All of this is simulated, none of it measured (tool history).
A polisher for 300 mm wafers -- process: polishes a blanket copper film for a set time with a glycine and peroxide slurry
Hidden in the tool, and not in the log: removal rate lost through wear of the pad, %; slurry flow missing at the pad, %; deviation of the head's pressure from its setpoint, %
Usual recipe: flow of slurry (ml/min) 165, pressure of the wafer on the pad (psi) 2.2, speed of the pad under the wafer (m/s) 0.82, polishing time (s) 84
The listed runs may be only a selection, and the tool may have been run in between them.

run   hour  flow of slurry (ml/min)  pressure of the wafer on the pad (psi)  speed of the pad under the wafer (m/s)  polishing time (s)  wafers since the last listed run  wafers polished on this pad  hours since the slurry nozzle was cleaned  hours since the head pressure was calibrated  incoming thickness of the incoming film, nm  film removed (nm)
  1      0                      165                                     2.2                                    0.82                 102                                 0                          448                                       44.6                                           422                                       2310.6                383
  2   12.1                      165                                     2.2                                    0.82                 102                               107                          555                                       56.7                                         434.1                                       2358.8              380.6
  3   31.6                      165                                     2.2                                    0.82                  84                               172                          728                                       76.2                                         453.6                                       2331.7              313.7
  4   51.2                      165                                     2.2                                    0.82                  84                               173                          901                                       95.8                                         473.2                                       2326.6              309.3
  5   63.9                      165                                     2.2                                    0.82                  84                               112                         1014                                      108.5                                         485.9                                       2390.2              308.1
      78.7  -- worn pad replaced by a new one
  6   80.3                      165                                     2.2                                    0.82                  84                               109                           13                                      124.9                                         502.3                                       2359.3              307.2
  7  136.2                      165                                     2.2                                    0.82                  92                               495                          509                                      180.8                                         558.2                                       2353.7              331.6
  8  169.6                      165                                     2.2                                    0.82                  92                               295                          805                                      214.2                                         591.6                                       2359.7                341
     194.4  -- worn pad replaced by a new one
  9    222                      165                                     2.2                                    0.82                  92                               428                          244                                      266.6                                           644                                       2381.7                343
 10  257.6                      165                                     2.2                                    0.82                  69                               315                          559                                      302.2                                         679.6                                       2356.8                254
 11  279.4                      165                                     2.2                                    0.82                  69                               193                          753                                        324                                         701.4                                       2339.8              262.1
 12  297.6                      130                                     2.2                                    0.82                  64                               161                          914                                      342.2                                         719.6                                         2395              226.1
     313.9  -- worn pad replaced by a new one
 13  314.4                      200                                     2.8                                    0.82                  84                               113                            4                                        359                                         736.4                                       2333.1              367.4
     332.1  -- head pressure recalibrated
 14    340                      115                                     2.2                                    0.58                  72                               209                          213                                      384.6                                           7.9                                         2337              205.4
     363.3  -- slurry nozzle cleaned
 15  363.8                      165                                     2.7                                    0.82                  84                               202                          415                                        0.5                                          31.7                                       2376.3              351.4
 16    391                      165                                     2.2                                     0.7                  91                               241                          656                                       27.7                                          58.9                                         2389              310.7
 17  412.1                      165                                     2.2                                    0.68                  84                               186                          843                                       48.8                                            80                                         2384              283.2
     427.5  -- worn pad replaced by a new one
 18  437.3                      165                                     1.5                                    0.66                  84                               187                           86                                         74                                         105.2                                       2383.5              235.5
 19  456.3                      165                                     2.2                                     0.6                  84                               168                          255                                         93                                         124.2                                       2341.6              266.6
 20  480.8                      130                                     1.7                                    1.02                  94                               217                          472                                      117.5                                         148.7                                       2352.8              328.3
     573.7  -- worn pad replaced by a new one
 21  584.7                      165                                     2.2                                    0.68                  84                               885                           97                                      221.4                                         252.6                                       2334.1              275.6
 22  597.1                      165                                     2.2                                    0.82                  92                               109                          207                                      233.8                                           265                                         2364              338.4
 23  632.5                      165                                     1.6                                    0.66                  84                               313                          520                                      269.2                                         300.4                                       2331.8              241.8

Predict each of these 5 candidate next runs independently; none follows another, all start after run 23:
  A   633                      185                                     2.2                                    0.82                  84                                 4                          525                                      269.7                                         300.9                                       2349.4                  ?
  B   633                      220                                     2.9                                    0.82                  84                                 4                          525                                      269.7                                         300.9                                       2349.4                  ?
  C   633                      165                                     2.2                                     0.9                  56                                 4                          525                                      269.7                                         300.9                                       2349.4                  ?
  D   633                      165                                     1.6                                       1                  65                                 4                          525                                      269.7                                         300.9                                       2349.4                  ?
  E   633                      165                                     1.5                                     0.9                  84                                 4                          525                                      269.7                                         300.9                                       2349.4                  ?

run  film removed (nm)
  A                315
  B              374.8
  C              217.5
  D              230.1
  E              272.5
Take away the tool's hidden state, keep each run's random variation, and the runs would have read:
run  film removed (nm)
  A                315
  B              374.8
  C              217.5
  D              230.1
  E              272.5

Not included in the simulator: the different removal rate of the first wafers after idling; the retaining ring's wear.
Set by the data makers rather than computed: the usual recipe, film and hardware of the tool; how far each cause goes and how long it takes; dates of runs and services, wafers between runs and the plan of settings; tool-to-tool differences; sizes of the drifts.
